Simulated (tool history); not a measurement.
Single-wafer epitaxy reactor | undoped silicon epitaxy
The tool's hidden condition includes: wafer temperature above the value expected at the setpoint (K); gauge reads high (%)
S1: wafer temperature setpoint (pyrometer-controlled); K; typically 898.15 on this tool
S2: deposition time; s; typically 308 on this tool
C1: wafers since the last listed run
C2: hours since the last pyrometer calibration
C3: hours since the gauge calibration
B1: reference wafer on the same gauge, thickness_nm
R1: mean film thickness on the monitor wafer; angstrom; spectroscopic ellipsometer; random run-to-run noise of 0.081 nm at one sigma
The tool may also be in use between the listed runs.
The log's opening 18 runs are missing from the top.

Run 19, hour 1185: usual settings but S1 892.15 K; C1 265; C2 303.3; C3 2278.7; B1 28.912. Result: R1 264.08 angstrom.
Run 20, hour 1278.4: usual settings but S1 892.15 K; C1 344; C2 396.7; C3 2372.1; B1 28.891. Result: R1 263.42 angstrom.
Run 21, hour 1359.5: usual settings but S1 910.15 K, S2 332 s; C1 298; C2 477.8; C3 2453.2; B1 28.896. Result: R1 408.37 angstrom.
At hour 1380.7: gauge calibrated.
Run 22, hour 1400.6: usual settings but S2 343 s; C1 151; C2 518.9; C3 19.9; B1 28.901. Result: R1 332.11 angstrom.
Run 23, hour 1474.5: usual settings but S1 907.15 K; C1 272; C2 592.8; C3 93.8; B1 28.921. Result: R1 356.4 angstrom.
Run 24, hour 1534.6: usual settings but S1 885.15 K, S2 285 s; C1 221; C2 652.9; C3 153.9; B1 28.887. Result: R1 210.04 angstrom.
Run 25, hour 1634.1: usual settings; C1 366; C2 752.4; C3 253.4; B1 28.906. Result: R1 297.03 angstrom.
Run 26, hour 1694: usual settings but S1 894.15 K, S2 280 s; C1 220; C2 812.3; C3 313.3; B1 28.9. Result: R1 249.2 angstrom.
Run 27, hour 1764.7: usual settings but S1 908.15 K, S2 255 s; C1 260; C2 883; C3 384; B1 28.9. Result: R1 300.15 angstrom.
Run 28, hour 1803.7: usual settings but S1 888.15 K; C1 143; C2 922; C3 423; B1 28.917. Result: R1 243.26 angstrom.
Run 29, hour 1897.8: usual settings but S2 325 s; C1 346; C2 1016.1; C3 517.1; B1 28.887. Result: R1 312.97 angstrom.
Run 30, hour 1990.3: usual settings; C1 340; C2 1108.6; C3 609.6; B1 28.88. Result: R1 298.65 angstrom.
Run 31, hour 2088.5: usual settings but S1 887.15 K, S2 325 s; C1 361; C2 1206.8; C3 707.8; B1 28.887. Result: R1 251.21 angstrom.
At hour 2125.3: pyrometer calibrated.
Run 32, hour 2189.2: usual settings; C1 341; C2 63.9; C3 808.5; B1 28.902. Result: R1 298.22 angstrom.
Run 33, hour 2276.7: usual settings but S2 266 s; C1 322; C2 151.4; C3 896; B1 28.912. Result: R1 258.09 angstrom.
Run 34, hour 2327.1: usual settings but S1 905.15 K, S2 336 s; C1 185; C2 201.8; C3 946.4; B1 28.885. Result: R1 373.74 angstrom.
Run 35, hour 2396.5: usual settings but S2 272 s; C1 255; C2 271.2; C3 1015.8; B1 28.911. Result: R1 263.83 angstrom.
Run 36, hour 2477.6: usual settings but S2 339 s; C1 298; C2 352.3; C3 1096.9; B1 28.893. Result: R1 328.53 angstrom.
Run 37, hour 2573.1: usual settings but S1 909.15 K, S2 328 s; C1 351; C2 447.8; C3 1192.4; B1 28.908. Result: R1 395.45 angstrom.
Run 38, hour 2614.6: usual settings but S1 906.15 K, S2 266 s; C1 152; C2 489.3; C3 1233.9; B1 28.876. Result: R1 301.41 angstrom.
Run 39, hour 2693.1: usual settings but S1 893.15 K, S2 339 s; C1 289; C2 567.8; C3 1312.4; B1 28.9. Result: R1 295.83 angstrom.
Run 40, hour 2735.4: usual settings; C1 155; C2 610.1; C3 1354.7; B1 28.901. Result: R1 298.41 angstrom.

Each row is a separate what-if for the run after 40, all from the same tool condition, not one after another. Results?
Run A, hour 2735.9: usual settings but S1 912.15 K; C1 1; C2 610.6; C3 1355.2; B1 ?. Result: R1 ?.
Run B, hour 2735.9: usual settings but S1 909.15 K, S2 344 s; C1 1; C2 610.6; C3 1355.2; B1 ?. Result: R1 ?.
Run C, hour 2735.9: usual settings but S1 886.15 K, S2 263 s; C1 1; C2 610.6; C3 1355.2; B1 ?. Result: R1 ?.

run      B1      R1
  A  28.924  394.99
  B  28.924  415.74
  C  28.924  199.35
What these runs would have given with no unlogged condition in the tool:
run      R1
  A  394.99
  B  415.74
  C  199.35
